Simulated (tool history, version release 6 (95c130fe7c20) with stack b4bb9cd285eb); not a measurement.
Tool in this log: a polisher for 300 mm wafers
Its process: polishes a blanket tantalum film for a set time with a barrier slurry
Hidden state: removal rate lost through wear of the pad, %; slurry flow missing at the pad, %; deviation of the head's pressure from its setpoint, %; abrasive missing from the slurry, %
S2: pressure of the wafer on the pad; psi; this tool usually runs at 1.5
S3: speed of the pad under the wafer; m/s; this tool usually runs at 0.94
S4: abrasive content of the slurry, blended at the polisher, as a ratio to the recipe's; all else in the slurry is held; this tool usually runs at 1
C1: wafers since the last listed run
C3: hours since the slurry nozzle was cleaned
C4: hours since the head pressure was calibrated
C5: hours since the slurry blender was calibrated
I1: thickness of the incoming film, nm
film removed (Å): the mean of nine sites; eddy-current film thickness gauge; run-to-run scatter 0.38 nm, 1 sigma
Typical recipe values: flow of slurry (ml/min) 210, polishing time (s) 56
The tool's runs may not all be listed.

run 1 hour=0 | flow_of_slurry_(ml/min)=210 S2=1.5 S3=0.94 S4=1 polishing_time_(s)=56 | C1=0 wafers_polished_on_this_pad=3285 C3=258.6 C4=238.4 C5=317.1 | I1=190.2 | film_removed_(Å)=581
-- hour=10.3 worn pad replaced by a new one
-- hour=28.8 slurry blender recalibrated
-- hour=30.2 slurry nozzle cleaned
run 2 hour=30.7 | flow_of_slurry_(ml/min)=210 S2=1.5 S3=0.94 S4=1 polishing_time_(s)=56 | C1=275 wafers_polished_on_this_pad=201 C3=0.5 C4=269.1 C5=1.9 | I1=190.6 | film_removed_(Å)=613
run 3 hour=98.3 | flow_of_slurry_(ml/min)=210 S2=1.5 S3=0.94 S4=1 polishing_time_(s)=56 | C1=785 wafers_polished_on_this_pad=987 C3=68.1 C4=336.7 C5=69.5 | I1=190.7 | film_removed_(Å)=601
run 4 hour=115.6 | flow_of_slurry_(ml/min)=210 S2=1.5 S3=0.94 S4=1 polishing_time_(s)=56 | C1=201 wafers_polished_on_this_pad=1188 C3=85.4 C4=354 C5=86.8 | I1=187.7 | film_removed_(Å)=595
run 5 hour=133.4 | flow_of_slurry_(ml/min)=210 S2=1.4 S3=0.94 S4=1 polishing_time_(s)=67 | C1=206 wafers_polished_on_this_pad=1395 C3=103.2 C4=371.8 C5=104.6 | I1=187.6 | film_removed_(Å)=683
run 6 hour=152.6 | flow_of_slurry_(ml/min)=210 S2=1.4 S3=0.94 S4=1 polishing_time_(s)=67 | C1=223 wafers_polished_on_this_pad=1618 C3=122.4 C4=391 C5=123.8 | I1=187.3 | film_removed_(Å)=677
run 7 hour=169.8 | flow_of_slurry_(ml/min)=210 S2=1.5 S3=0.94 S4=1.15 polishing_time_(s)=56 | C1=199 wafers_polished_on_this_pad=1818 C3=139.6 C4=408.2 C5=141 | I1=189.6 | film_removed_(Å)=608
-- hour=185.5 head pressure recalibrated
run 8 hour=204.1 | flow_of_slurry_(ml/min)=260 S2=1.3 S3=0.94 S4=1 polishing_time_(s)=56 | C1=375 wafers_polished_on_this_pad=2193 C3=173.9 C4=18.6 C5=175.3 | I1=188.7 | film_removed_(Å)=526
run 9 hour=217.8 | flow_of_slurry_(ml/min)=210 S2=1.5 S3=0.94 S4=1 polishing_time_(s)=56 | C1=159 wafers_polished_on_this_pad=2352 C3=187.6 C4=32.3 C5=189 | I1=192.2 | film_removed_(Å)=576
-- hour=303.8 slurry nozzle cleaned
run 10 hour=304.3 | flow_of_slurry_(ml/min)=210 S2=1.5 S3=0.94 S4=1 polishing_time_(s)=56 | C1=993 wafers_polished_on_this_pad=3346 C3=0.5 C4=118.8 C5=275.5 | I1=193.4 | film_removed_(Å)=574
-- hour=319.8 worn pad replaced by a new one
run 11 hour=326 | flow_of_slurry_(ml/min)=210 S2=1.5 S3=0.94 S4=1 polishing_time_(s)=56 | C1=205 wafers_polished_on_this_pad=71 C3=22.2 C4=140.5 C5=297.2 | I1=192.4 | film_removed_(Å)=574
run 12 hour=344.7 | flow_of_slurry_(ml/min)=210 S2=1.5 S3=0.94 S4=1 polishing_time_(s)=56 | C1=217 wafers_polished_on_this_pad=288 C3=40.9 C4=159.2 C5=315.9 | I1=189.6 | film_removed_(Å)=581
-- hour=404.5 slurry blender recalibrated
run 13 hour=444.1 | flow_of_slurry_(ml/min)=210 S2=1.5 S3=0.94 S4=0.9 polishing_time_(s)=56 | C1=1131 wafers_polished_on_this_pad=1420 C3=140.3 C4=258.6 C5=39.6 | I1=188.9 | film_removed_(Å)=588
run 14 hour=465 | flow_of_slurry_(ml/min)=210 S2=1.9 S3=0.94 S4=1 polishing_time_(s)=36 | C1=242 wafers_polished_on_this_pad=1663 C3=161.2 C4=279.5 C5=60.5 | I1=192 | film_removed_(Å)=462
run 15 hour=482.1 | flow_of_slurry_(ml/min)=210 S2=1.5 S3=0.94 S4=1 polishing_time_(s)=56 | C1=198 wafers_polished_on_this_pad=1862 C3=178.3 C4=296.6 C5=77.6 | I1=193.4 | film_removed_(Å)=601

Expected results for the next run?
run 16 hour=499.5 | flow_of_slurry_(ml/min)=210 S2=1.5 S3=0.94 S4=1.15 polishing_time_(s)=64 | C1=202 wafers_polished_on_this_pad=2064 C3=195.7 C4=314 C5=95 | I1=191.9 | film_removed_(Å)=?

Run 16 came out at film removed (Å) 700.
Were there no unlogged condition in the tool, this run, its random variation unchanged, would have produced film removed (Å) 693.

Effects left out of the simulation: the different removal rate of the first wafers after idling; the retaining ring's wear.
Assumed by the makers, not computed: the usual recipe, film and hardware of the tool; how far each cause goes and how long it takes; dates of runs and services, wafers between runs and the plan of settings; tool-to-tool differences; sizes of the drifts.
